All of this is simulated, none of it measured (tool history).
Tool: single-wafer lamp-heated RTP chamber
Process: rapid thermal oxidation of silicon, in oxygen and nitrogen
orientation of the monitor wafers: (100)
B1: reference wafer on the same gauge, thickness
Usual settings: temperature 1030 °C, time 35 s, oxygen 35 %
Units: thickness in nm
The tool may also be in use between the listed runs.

{"run": 1, "hour": 0.0, "temperature": 1030, "time": 35, "oxygen": 35, "B1": 3.581, "thickness": 4.565}
{"hour": 36.1, "done": "pyrometer window cleaned and pyrometer calibrated"}
{"hour": 54.0, "done": "gauge calibrated"}
{"run": 2, "hour": 262.1, "temperature": 1030, "time": 35, "oxygen": 35, "B1": 3.58, "thickness": 4.485}
{"run": 3, "hour": 308.8, "temperature": 1030, "time": 35, "oxygen": 54, "B1": 3.581, "thickness": 5.19}
{"run": 4, "hour": 351.2, "temperature": 1030, "time": 35, "oxygen": 54, "B1": 3.582, "thickness": 5.222}
{"run": 5, "hour": 389.3, "temperature": 1030, "time": 35, "oxygen": 54, "B1": 3.58, "thickness": 5.222}
{"hour": 444.8, "done": "pyrometer window cleaned and pyrometer calibrated"}
{"run": 6, "hour": 481.8, "temperature": 1030, "time": 35, "oxygen": 35, "B1": 3.579, "thickness": 4.458}
{"run": 7, "hour": 577.7, "temperature": 1030, "time": 35, "oxygen": 35, "B1": 3.581, "thickness": 4.49}
{"hour": 603.1, "done": "oxygen flow controller replaced"}
{"run": 8, "hour": 664.2, "temperature": 1030, "time": 35, "oxygen": 35, "B1": 3.581, "thickness": 4.5}

Forecast run 9:
{"run": 9, "hour": 757.7, "temperature": 1030, "time": 35, "oxygen": 35, "B1": "?", "thickness": "?"}

Run 9 gave B1 3.579, thickness 4.525 nm.
Without the tool's hidden state the same run would have given thickness 4.453 nm.
